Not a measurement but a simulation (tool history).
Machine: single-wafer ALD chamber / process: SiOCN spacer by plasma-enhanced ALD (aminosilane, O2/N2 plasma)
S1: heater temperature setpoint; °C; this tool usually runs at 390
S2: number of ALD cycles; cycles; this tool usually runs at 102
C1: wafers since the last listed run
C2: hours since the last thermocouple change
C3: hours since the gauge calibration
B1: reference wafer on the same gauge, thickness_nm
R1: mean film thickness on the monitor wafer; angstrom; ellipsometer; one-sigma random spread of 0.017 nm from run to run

Run 1, hour 0: usual settings; C1 0; C2 1180.8; C3 855.6; B1 8.004. Result: R1 67.9 angstrom.
Run 2, hour 36.9: usual settings; C1 124; C2 1217.7; C3 892.5; B1 8.005. Result: R1 68.29 angstrom.
Run 3, hour 77.8: usual settings; C1 137; C2 1258.6; C3 933.4; B1 7.998. Result: R1 67.87 angstrom.
Run 4, hour 177.4: usual settings; C1 335; C2 1358.2; C3 1033; B1 7.999. Result: R1 67.63 angstrom.
Run 5, hour 251.5: usual settings; C1 249; C2 1432.3; C3 1107.1; B1 8.004. Result: R1 67.63 angstrom.
Run 6, hour 329.4: usual settings; C1 262; C2 1510.2; C3 1185; B1 7.999. Result: R1 68.31 angstrom.
Run 7, hour 381.3: usual settings; C1 174; C2 1562.1; C3 1236.9; B1 8.002. Result: R1 67.96 angstrom.
Run 8, hour 452: usual settings; C1 237; C2 1632.8; C3 1307.6; B1 7.999. Result: R1 67.97 angstrom.
Run 9, hour 666.1: usual settings but S1 404 °C, S2 93 cycles; C1 720; C2 1846.9; C3 1521.7; B1 7.995. Result: R1 61.17 angstrom.
Run 10, hour 741.8: usual settings but S1 382 °C, S2 119 cycles; C1 254; C2 1922.6; C3 1597.4; B1 7.997. Result: R1 79.19 angstrom.
At hour 754.3: gauge calibrated.
Run 11, hour 823.4: usual settings; C1 274; C2 2004.2; C3 69.1; B1 8.004. Result: R1 67.84 angstrom.
At hour 978: thermocouple changed; heater temperature recalibrated.
Run 12, hour 1137.6: usual settings; C1 1030; C2 159.6; C3 383.3; B1 8.002. Result: R1 68.04 angstrom.
Run 13, hour 1199.1: usual settings but S2 88 cycles; C1 206; C2 221.1; C3 444.8; B1 8.005. Result: R1 58.32 angstrom.
Run 14, hour 1293.8: usual settings but S1 385 °C, S2 88 cycles; C1 318; C2 315.8; C3 539.5; B1 8.005. Result: R1 58.54 angstrom.
Run 15, hour 1398.1: usual settings but S2 83 cycles; C1 351; C2 420.1; C3 643.8; B1 8.001. Result: R1 55.29 angstrom.
Run 16, hour 1479.4: usual settings but S1 396 °C; C1 273; C2 501.4; C3 725.1; B1 8.003. Result: R1 68.02 angstrom.
Run 17, hour 1559.7: usual settings but S2 121 cycles; C1 270; C2 581.7; C3 805.4; B1 8.006. Result: R1 80.41 angstrom.

Across each entry between runs, compare the hidden state at the last listed run before it with the hidden state at the first listed run after it:
Logged between run 10 and run 11: gauge calibrated (hour 754.3)
  the hidden state is the same at both runs
Logged between run 11 and run 12: thermocouple changed; heater temperature recalibrated (hour 978)
  the hidden state is the same at both runs

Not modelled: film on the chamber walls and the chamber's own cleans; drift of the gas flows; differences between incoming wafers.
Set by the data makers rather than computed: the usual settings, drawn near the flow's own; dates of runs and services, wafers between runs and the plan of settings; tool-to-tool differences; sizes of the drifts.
